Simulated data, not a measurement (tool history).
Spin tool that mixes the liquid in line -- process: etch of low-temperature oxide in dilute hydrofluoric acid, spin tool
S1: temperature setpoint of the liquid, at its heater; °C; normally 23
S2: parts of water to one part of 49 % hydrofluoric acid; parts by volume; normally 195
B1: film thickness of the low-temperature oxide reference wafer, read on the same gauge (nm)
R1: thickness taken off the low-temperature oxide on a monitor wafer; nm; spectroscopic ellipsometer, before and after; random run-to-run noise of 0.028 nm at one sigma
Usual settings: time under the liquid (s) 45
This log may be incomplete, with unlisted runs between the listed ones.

Run 1, hour 0: usual settings but time under the liquid (s) 30; B1 110.004. Result: R1 2.901 nm.
Run 2, hour 49.9: usual settings but time under the liquid (s) 30; B1 110.013. Result: R1 2.909 nm.
Run 3, hour 90.9: usual settings; B1 110.018. Result: R1 4.357 nm.
At hour 124.5: hydrofluoric acid flow meter replaced.
Run 4, hour 192: usual settings; B1 109.955. Result: R1 4.342 nm.
Run 5, hour 254.5: usual settings; B1 110.001. Result: R1 4.419 nm.
Run 6, hour 317.8: usual settings; B1 110.053. Result: R1 4.313 nm.
Run 7, hour 369.5: usual settings but S2 220 parts by volume; B1 110.005. Result: R1 3.738 nm.
Run 8, hour 426: usual settings but S2 220 parts by volume; B1 109.988. Result: R1 3.751 nm.
At hour 519.5: hydrofluoric acid flow meter replaced.
Run 9, hour 520.3: usual settings but S2 240 parts by volume; B1 110.004. Result: R1 3.354 nm.
Run 10, hour 626.3: usual settings but S1 26.5 °C, S2 270 parts by volume; B1 110.01. Result: R1 3.31 nm.
Run 11, hour 744.8: usual settings but S1 26.5 °C, S2 270 parts by volume; B1 109.98. Result: R1 3.297 nm.
Run 12, hour 801.2: usual settings but S1 26.5 °C, S2 270 parts by volume; B1 110.025. Result: R1 3.291 nm.
Run 13, hour 878.9: usual settings; B1 109.988. Result: R1 4.36 nm.
Run 14, hour 920.5: usual settings; B1 109.979. Result: R1 4.327 nm.
Run 15, hour 957: usual settings; B1 109.969. Result: R1 4.32 nm.
Run 16, hour 996.9: usual settings; B1 110.032. Result: R1 4.352 nm.
At hour 1046.4: hydrofluoric acid flow meter replaced.
Run 17, hour 1099.1: usual settings but time under the liquid (s) 60; B1 109.956. Result: R1 5.777 nm.
Run 18, hour 1239.4: usual settings but time under the liquid (s) 55; B1 110.009. Result: R1 5.295 nm.
At hour 1248.3: thermometer replaced.
Run 19, hour 1331.1: usual settings but S2 250 parts by volume, time under the liquid (s) 55; B1 110.022. Result: R1 3.929 nm.
Run 20, hour 1377.4: usual settings; B1 110.012. Result: R1 4.331 nm.
Run 21, hour 1437.2: usual settings but S2 155 parts by volume; B1 110.018. Result: R1 5.752 nm.
At hour 1488.2: gauge calibrated.
At hour 1571.6: hydrofluoric acid flow meter replaced.
Run 22, hour 1717.7: usual settings but S2 150 parts by volume, time under the liquid (s) 30; B1 109.974. Result: R1 3.97 nm.
Run 23, hour 1839: usual settings but S1 18.5 °C, S2 150 parts by volume, time under the liquid (s) 55; B1 110.031. Result: R1 6.082 nm.

The next listed run, before its measurement:
Run 24, hour 1917.7: usual settings but S1 27 °C, S2 125 parts by volume, time under the liquid (s) 55; B1 ?. Result: R1 ?.

{"run 24": {"B1": 110.01, "R1": 10.321}}
Minus the tool's unlogged condition, the same run would have read R1 10.321 nm.
